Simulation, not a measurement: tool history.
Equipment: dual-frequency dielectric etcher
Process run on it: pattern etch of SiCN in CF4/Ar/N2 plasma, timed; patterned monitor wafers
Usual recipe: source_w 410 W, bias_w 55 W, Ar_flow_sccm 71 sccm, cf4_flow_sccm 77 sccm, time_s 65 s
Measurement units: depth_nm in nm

| run | day | source_w | bias_w | Ar_flow_sccm | cf4_flow_sccm | time_s | read-back reference wafer on the same gauge, depth_nm | depth_nm |
|---|---|---|---|---|---|---|---|---|
| 1 | 0 | 410 | 55 | 65 | 88 | 65 | 53.9 | 51 |
|  | 5.121 | wet clean of the chamber |
|  | 6.433 | source power generator calibrated |
| 2 | 7.075 | 410 | 55 | 65 | 88 | 65 | 54 | 51 |
| 3 | 11.192 | 410 | 55 | 71 | 77 | 65 | 54 | 49.4 |
| 4 | 15.679 | 410 | 55 | 71 | 77 | 65 | 54 | 49.5 |
| 5 | 18.421 | 410 | 55 | 71 | 77 | 65 | 54 | 49.3 |
| 6 | 20.892 | 380 | 55 | 71 | 63 | 65 | 54 | 44.5 |
| 7 | 24.108 | 410 | 55 | 71 | 77 | 65 | 54 | 49.6 |
|  | 26.467 | CF4 flow controller replaced |
| 8 | 26.642 | 480 | 55 | 71 | 77 | 73 | 54 | 64.5 |
|  | 29.192 | wet clean of the chamber |
| 9 | 29.288 | 380 | 55 | 71 | 63 | 65 | 54 | 44.6 |
|  | 32.129 | upper electrode replaced |
| 10 | 32.15 | 410 | 55 | 71 | 77 | 65 | 54 | 49.7 |
|  | 32.912 | Ar flow controller replaced |
| 11 | 33.688 | 410 | 62 | 71 | 71 | 78 | 54 | 60.5 |
| 12 | 37.138 | 410 | 62 | 79 | 59 | 65 | 54 | 48.1 |
| 13 | 39.321 | 380 | 45 | 56 | 77 | 80 | 54 | 55.7 |
|  | 41.192 | gauge calibrated |
| 14 | 43.162 | 410 | 55 | 71 | 77 | 65 | 54 | 49.5 |
|  | 45.812 | bias power generator calibrated |
| 15 | 46.729 | 460 | 55 | 84 | 77 | 65 | 54 | 53.8 |
|  | 49.533 | wet clean of the chamber |
| 16 | 51.104 | 360 | 50 | 71 | 85 | 77 | 54 | 51.5 |
| 17 | 54.792 | 410 | 43 | 64 | 77 | 54.5 | 54 | 39.9 |
| 18 | 57.196 | 410 | 65 | 71 | 77 | 65 | 54 | 51.1 |
| 19 | 61.392 | 440 | 55 | 71 | 83 | 65 | 54 | 53.3 |
| 20 | 63.638 | 410 | 61 | 71 | 77 | 65 | 54.1 | 50.4 |
| 21 | 67.692 | 350 | 61 | 82 | 77 | 46.5 | 54 | 30.7 |
| 22 | 70.362 | 410 | 68 | 71 | 90 | 58 | 54 | 47.3 |

What would each run have given without the hidden state, its run-to-run variation left as it was?
What the log doesn't record here: etch rate over this chamber's usual, %; source power that arrives over what is set, %; bias power that arrives over what is set, %; Ar flow that arrives over what is set, %; CF4 flow that arrives over what is set, %; gauge reads high (%).
| run | depth_nm |
|---|---|
| 1 | 50.8 |
| 2 | 50.8 |
| 3 | 49.1 |
| 4 | 49.2 |
| 5 | 49 |
| 6 | 44.2 |
| 7 | 49.3 |
| 8 | 64.1 |
| 9 | 44.3 |
| 10 | 49.3 |
| 11 | 60 |
| 12 | 47.7 |
| 13 | 55.3 |
| 14 | 49.1 |
| 15 | 53.7 |
| 16 | 51.4 |
| 17 | 39.9 |
| 18 | 51.1 |
| 19 | 53.2 |
| 20 | 50.4 |
| 21 | 30.6 |
| 22 | 47.3 |
